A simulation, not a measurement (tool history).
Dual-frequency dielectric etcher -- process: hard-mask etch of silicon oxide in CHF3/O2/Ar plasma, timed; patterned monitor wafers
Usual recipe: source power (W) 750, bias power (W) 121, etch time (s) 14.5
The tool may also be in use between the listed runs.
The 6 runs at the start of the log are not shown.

run     day  source power (W)  bias power (W)  etch time (s)  read-back reference wafer on the same gauge, depth_nm  mean etch depth across the wafer (angstrom)
      6.817  -- bias power generator calibrated
      6.983  -- wet clean of the chamber
  7   7.004               870             121           14.5                                                  28.94                                        267.7
      7.721  -- source power generator calibrated
  8   7.842               750             102           14.5                                                  28.92                                        239.3
  9   8.392               750             121           14.5                                                  28.89                                        256.6
 10   9.367               750             121           14.5                                                  28.88                                        257.8
     10.333  -- gauge calibrated
     13.138  -- wet clean of the chamber, repeated, since the last time left the tool worse
 11  13.812               750             121           14.5                                                  28.94                                        272.8
 12  14.404               710             121           14.5                                                  29.00                                        269.2
 13  15.838               750              94           14.5                                                  28.87                                        241.0
 14  16.988               750             121           18.5                                                  28.88                                        349.1
 15  17.621               860             142           16.5                                                  28.80                                        344.0
 16  18.262               750             121           14.5                                                  28.86                                        271.9
 17  19.158               630             137           17.0                                                  28.85                                        321.4
 18  20.354               750             121           14.5                                                  28.89                                        266.5
 19  22.592               800             121           14.5                                                  28.88                                        273.8
     24.383  -- upper electrode replaced
 20  24.404               840              95           13.5                                                  28.89                                        229.1
 21  24.417               570             106           16.0                                                  28.84                                        259.1
     26.175  -- wet clean of the chamber
 22  26.196               570              99           18.0                                                  28.86                                        283.4
 23  26.979               640             121           12.0                                                  28.92                                        213.4
 24  27.862               680             121           14.5                                                  28.97                                        263.7
 25  28.733               750             111           14.5                                                  28.84                                        262.5
 26  29.542               750             110           14.5                                                  28.90                                        260.9
 27  30.704               750             110           14.5                                                  28.88                                        260.0
 28  31.362               750              91           11.5                                                  28.92                                        185.7
 29  31.967               750             121           14.5                                                  28.95                                        271.2
 30  32.879               600             135           18.5                                                  28.92                                        338.1
 31  34.179               900              94           10.5                                                  28.91                                        182.7

Each row is a separate what-if for the run after 31, all from the same tool condition, not one after another. Results?
  A  34.196               750             121           14.5                                                      ?                                            ?
  B  34.196               900             121           14.5                                                      ?                                            ?
  C  34.196               660              91           18.5                                                      ?                                            ?

run  read-back reference wafer on the same gauge, depth_nm  mean etch depth across the wafer (angstrom)
  A                                                  28.98                                        271.3
  B                                                  28.98                                        285.9
  C                                                  28.98                                        291.5
Without the tool's unlogged condition, the same runs would have read:
run  mean etch depth across the wafer (angstrom)
  A                                        275.3
  B                                        290.0
  C                                        295.7
